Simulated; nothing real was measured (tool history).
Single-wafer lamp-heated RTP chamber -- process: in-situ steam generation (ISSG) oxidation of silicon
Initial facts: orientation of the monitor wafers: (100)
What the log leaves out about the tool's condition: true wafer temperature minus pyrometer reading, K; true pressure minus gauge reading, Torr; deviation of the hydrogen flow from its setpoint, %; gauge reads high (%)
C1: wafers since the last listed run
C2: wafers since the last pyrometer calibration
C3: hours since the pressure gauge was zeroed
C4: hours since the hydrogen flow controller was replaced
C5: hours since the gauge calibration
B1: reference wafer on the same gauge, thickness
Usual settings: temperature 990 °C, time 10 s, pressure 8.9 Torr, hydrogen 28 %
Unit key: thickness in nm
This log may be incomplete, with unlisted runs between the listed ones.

Run 1, hour 0: usual settings but temperature 1000 °C; C1 0; C2 1977; C3 1726.7; C4 2358.7; C5 23.4; B1 3.808. Result: thickness 3.953 nm.
Run 2, hour 11.1: usual settings but time 12 s; C1 170; C2 2148; C3 1737.8; C4 2369.8; C5 34.5; B1 3.811. Result: thickness 4.137 nm.
Run 3, hour 25: usual settings but time 12 s; C1 213; C2 2362; C3 1751.7; C4 2383.7; C5 48.4; B1 3.811. Result: thickness 4.136 nm.
Run 4, hour 39.2: usual settings but time 12 s; C1 218; C2 2580; C3 1765.9; C4 2397.9; C5 62.6; B1 3.811. Result: thickness 4.134 nm.
Run 5, hour 53.5: usual settings; C1 220; C2 2800; C3 1780.2; C4 2412.2; C5 76.9; B1 3.81. Result: thickness 3.849 nm.
Run 6, hour 62.2: usual settings; C1 133; C2 2934; C3 1788.9; C4 2420.9; C5 85.6; B1 3.811. Result: thickness 3.841 nm.
At hour 88.5: pyrometer window cleaned and pyrometer calibrated.
Run 7, hour 91.4: usual settings; C1 326; C2 45; C3 1818.1; C4 2450.1; C5 114.8; B1 3.81. Result: thickness 3.798 nm.
Run 8, hour 98.8: usual settings but pressure 8.5 Torr; C1 113; C2 159; C3 1825.5; C4 2457.5; C5 122.2; B1 3.809. Result: thickness 3.828 nm.
Run 9, hour 112.3: usual settings but pressure 8.5 Torr; C1 207; C2 366; C3 1839; C4 2471; C5 135.7; B1 3.807. Result: thickness 3.828 nm.
Run 10, hour 127.6: usual settings but pressure 8.5 Torr; C1 235; C2 602; C3 1854.3; C4 2486.3; C5 151; B1 3.808. Result: thickness 3.825 nm.
Run 11, hour 137.9: usual settings; C1 158; C2 760; C3 1864.6; C4 2496.6; C5 161.3; B1 3.808. Result: thickness 3.825 nm.
Run 12, hour 150.1: usual settings; C1 187; C2 948; C3 1876.8; C4 2508.8; C5 173.5; B1 3.81. Result: thickness 3.823 nm.
Run 13, hour 157.3: usual settings; C1 110; C2 1059; C3 1884; C4 2516; C5 180.7; B1 3.809. Result: thickness 3.834 nm.
Run 14, hour 167.6: usual settings but pressure 9.7 Torr, hydrogen 23 %; C1 158; C2 1217; C3 1894.3; C4 2526.3; C5 191; B1 3.808. Result: thickness 3.585 nm.
Run 15, hour 174.2: usual settings; C1 101; C2 1319; C3 1900.9; C4 2532.9; C5 197.6; B1 3.81. Result: thickness 3.837 nm.
At hour 190.8: hydrogen flow controller replaced.
Run 16, hour 191.3: usual settings but time 7 s; C1 140; C2 1459; C3 1918; C4 0.5; C5 214.7; B1 3.812. Result: thickness 3.332 nm.
Run 17, hour 203.2: usual settings but pressure 8.5 Torr; C1 183; C2 1642; C3 1929.9; C4 12.4; C5 226.6; B1 3.811. Result: thickness 3.87 nm.
Run 18, hour 216.3: usual settings but pressure 10.2 Torr; C1 201; C2 1844; C3 1943; C4 25.5; C5 239.7; B1 3.81. Result: thickness 3.733 nm.
Run 19, hour 261.9: usual settings but temperature 978 °C, time 12 s, pressure 9.8 Torr, hydrogen 32 %; C1 701; C2 2545; C3 1988.6; C4 71.1; C5 285.3; B1 3.812. Result: thickness 4.042 nm.
At hour 271.7: gauge calibrated.
Run 20, hour 276.3: usual settings but hydrogen 20 %; C1 221; C2 2767; C3 2003; C4 85.5; C5 4.6; B1 3.81. Result: thickness 3.519 nm.
Run 21, hour 288.9: usual settings but temperature 1009 °C, time 9 s, pressure 10.1 Torr; C1 193; C2 2961; C3 2015.6; C4 98.1; C5 17.2; B1 3.81. Result: thickness 3.809 nm.
Run 22, hour 299.9: usual settings; C1 169; C2 3130; C3 2026.6; C4 109.1; C5 28.2; B1 3.809. Result: thickness 3.855 nm.
At hour 308.5: pressure gauge zeroed.
Run 23, hour 314.1: usual settings but temperature 1004 °C, pressure 9.4 Torr; C1 95; C2 3226; C3 5.6; C4 123.3; C5 42.4; B1 3.81. Result: thickness 3.98 nm.
At hour 330.2: pyrometer window cleaned and pyrometer calibrated.
Run 24, hour 330.7: usual settings but temperature 1006 °C, pressure 9.7 Torr, hydrogen 21 %; C1 132; C2 8; C3 22.2; C4 139.9; C5 59; B1 3.81. Result: thickness 3.658 nm.
Run 25, hour 336.8: usual settings but temperature 975 °C, pressure 7.7 Torr; C1 93; C2 102; C3 28.3; C4 146; C5 65.1; B1 3.808. Result: thickness 3.678 nm.
Run 26, hour 348.5: usual settings but hydrogen 32 %; C1 180; C2 282; C3 40; C4 157.7; C5 76.8; B1 3.811. Result: thickness 3.944 nm.
Run 27, hour 362.1: usual settings but temperature 1000 °C, pressure 8.1 Torr; C1 209; C2 491; C3 53.6; C4 171.3; C5 90.4; B1 3.81. Result: thickness 3.974 nm.
Run 28, hour 379.3: usual settings; C1 264; C2 756; C3 70.8; C4 188.5; C5 107.6; B1 3.811. Result: thickness 3.815 nm.
Run 29, hour 396.1: usual settings but hydrogen 21 %; C1 258; C2 1014; C3 87.6; C4 205.3; C5 124.4; B1 3.809. Result: thickness 3.554 nm.
Run 30, hour 408.3: usual settings; C1 187; C2 1202; C3 99.8; C4 217.5; C5 136.6; B1 3.81. Result: thickness 3.82 nm.

Same runs, no hidden state in the tool, same run-to-run variation:
run  thickness
  1        3.9
  2       4.08
  3      4.077
  4      4.074
  5      3.796
  6      3.787
  7      3.792
  8      3.817
  9       3.81
 10        3.8
 11      3.796
 12       3.79
 13      3.799
 14      3.549
 15      3.798
 16        3.3
 17      3.825
 18      3.687
 19      3.988
 20      3.471
 21       3.75
 22        3.8
 23      3.916
 24      3.655
 25      3.673
 26      3.931
 27      3.952
 28      3.788
 29      3.525
 30      3.785
